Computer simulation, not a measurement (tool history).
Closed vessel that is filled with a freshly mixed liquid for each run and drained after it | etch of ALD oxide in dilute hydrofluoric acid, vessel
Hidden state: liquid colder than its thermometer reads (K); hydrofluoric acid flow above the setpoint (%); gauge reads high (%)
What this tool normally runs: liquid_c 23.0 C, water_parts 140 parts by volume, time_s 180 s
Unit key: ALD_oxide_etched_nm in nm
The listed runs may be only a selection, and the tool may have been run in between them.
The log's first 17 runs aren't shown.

run	day	liquid_c	water_parts	time_s	wafers since the last listed run	hours since the thermometer was replaced	hours since the hydrofluoric acid flow meter was replaced	hours since the gauge calibration	read-back film thickness of the ALD oxide reference wafer, read on the same gauge (nm)	ALD_oxide_etched_nm
18	24.804	26.0	140	260	947	319.7	1229.8	233.9	150.00	24.85
# day 25.646: hydrofluoric acid flow meter replaced
19	26.179	21.0	140	120	2526	352.7	12.8	266.9	150.01	9.54
20	27.579	23.0	90	180	2653	386.3	46.4	300.5	150.00	25.29
21	28.288	19.5	190	260	1342	403.3	63.4	317.5	150.00	13.59
22	29.033	27.0	80	75	1413	421.2	81.3	335.4	150.00	14.13
23	29.958	21.0	120	75	1752	443.4	103.5	357.6	149.98	7.10
24	30.525	21.0	165	240	1073	457.0	117.1	371.2	150.01	15.67
25	31.188	23.0	185	235	1255	472.9	133.0	387.1	150.01	14.47
26	32.162	21.0	140	260	1847	496.3	156.4	410.5	150.00	20.56
27	33.162	23.0	140	90	1895	520.3	180.4	434.5	149.98	7.72
28	33.862	21.5	140	120	1326	537.1	197.2	451.3	149.96	9.63
29	34.967	19.0	160	290	2092	563.6	223.7	477.8	150.00	18.25
30	35.788	19.5	110	85	1555	583.3	243.4	497.5	150.02	8.36
31	37.142	20.0	170	250	2566	615.8	275.9	530.0	149.99	15.18
32	38.258	21.0	85	90	2116	642.6	302.7	556.8	150.01	12.45
33	39.288	23.0	140	180	1950	667.3	327.4	581.5	149.99	15.35
34	39.862	23.0	140	180	1089	681.1	341.2	595.3	150.00	15.56

4 ways to go on from here, each from the tool as it stands after run 34. What would each give?
A	39.892	23.0	140	180	55	681.8	341.9	596.0	?	?
B	39.892	26.5	80	245	55	681.8	341.9	596.0	?	?
C	39.892	20.5	75	240	55	681.8	341.9	596.0	?	?
D	39.892	25.5	100	250	55	681.8	341.9	596.0	?	?

run	read-back film thickness of the ALD oxide reference wafer, read on the same gauge (nm)	ALD_oxide_etched_nm
A	150.01	15.50
B	150.01	45.57
C	150.01	37.59
D	150.01	34.85
Without the tool's unlogged condition, the same runs would have read:
run	ALD_oxide_etched_nm
A	15.50
B	45.57
C	37.59
D	34.85

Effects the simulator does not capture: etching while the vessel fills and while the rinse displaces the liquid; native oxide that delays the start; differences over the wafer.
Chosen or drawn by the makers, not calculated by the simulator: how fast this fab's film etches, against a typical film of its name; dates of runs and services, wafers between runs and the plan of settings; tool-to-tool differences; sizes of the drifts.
